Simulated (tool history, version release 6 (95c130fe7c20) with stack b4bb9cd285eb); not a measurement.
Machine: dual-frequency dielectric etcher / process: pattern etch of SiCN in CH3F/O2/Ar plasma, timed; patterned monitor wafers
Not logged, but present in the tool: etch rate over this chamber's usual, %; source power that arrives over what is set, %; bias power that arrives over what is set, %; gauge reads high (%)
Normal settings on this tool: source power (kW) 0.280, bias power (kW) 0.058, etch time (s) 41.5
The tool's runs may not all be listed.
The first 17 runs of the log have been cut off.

run,hour,source power (kW),bias power (kW),etch time (s),wafers since the last listed run,hours since the last wet clean,hours since the last source power generator calibration,hours since the last bias power generator calibration,hours since the last upper electrode change,hours since the gauge calibration,"read-back reference wafer on the same gauge, depth_nm",mean etch depth across the wafer (nm)
# hour 1258.5: source power generator calibrated
18,1292.9,0.280,0.058,41.5,911,193.5,34.4,572.0,582.7,178.4,12.99,12.34
19,1377.0,0.280,0.058,41.5,1062,277.6,118.5,656.1,666.8,262.5,12.99,12.33
20,1455.5,0.280,0.058,41.5,991,356.1,197.0,734.6,745.3,341.0,13.01,12.10
# hour 1652.4: wet clean of the chamber
21,1765.1,0.280,0.047,41.5,3607,112.7,506.6,1044.2,1054.9,650.6,13.02,11.79
22,1870.7,0.220,0.064,51.5,1333,218.3,612.2,1149.8,1160.5,756.2,12.99,13.75
23,1945.1,0.330,0.069,34.0,939,292.7,686.6,1224.2,1234.9,830.6,13.00,11.13
24,2034.9,0.280,0.054,33.0,1134,382.5,776.4,1314.0,1324.7,920.4,12.99,9.50
25,2126.0,0.280,0.058,41.5,1150,473.6,867.5,1405.1,1415.8,1011.5,13.01,12.05
26,2173.5,0.280,0.051,41.5,599,521.1,915.0,1452.6,1463.3,1059.0,13.01,11.81
27,2261.5,0.280,0.058,50.5,1111,609.1,1003.0,1540.6,1551.3,1147.0,13.01,14.68
# hour 2326.1: wet clean of the chamber
28,2326.6,0.310,0.070,33.0,519,0.5,1068.1,1605.7,1616.4,1212.1,12.99,10.72
29,2399.7,0.280,0.054,33.0,923,73.6,1141.2,1678.8,1689.5,1285.2,12.98,9.64
30,2457.4,0.280,0.047,48.5,728,131.3,1198.9,1736.5,1747.2,1342.9,13.00,13.77

Below are 3 alternative next runs, each starting from the tool's condition after run 30. Predict each:
A,2457.8,0.280,0.058,41.5,5,131.7,1199.3,1736.9,1747.6,1343.3,?,?
B,2457.8,0.280,0.072,41.5,5,131.7,1199.3,1736.9,1747.6,1343.3,?,?
C,2457.8,0.240,0.064,41.5,5,131.7,1199.3,1736.9,1747.6,1343.3,?,?

run,"read-back reference wafer on the same gauge, depth_nm",mean etch depth across the wafer (nm)
A,12.96,12.24
B,12.96,12.83
C,12.96,11.58
Take away the tool's hidden state, keep each run's random variation, and the runs would have read:
run,mean etch depth across the wafer (nm)
A,12.38
B,12.98
C,11.71

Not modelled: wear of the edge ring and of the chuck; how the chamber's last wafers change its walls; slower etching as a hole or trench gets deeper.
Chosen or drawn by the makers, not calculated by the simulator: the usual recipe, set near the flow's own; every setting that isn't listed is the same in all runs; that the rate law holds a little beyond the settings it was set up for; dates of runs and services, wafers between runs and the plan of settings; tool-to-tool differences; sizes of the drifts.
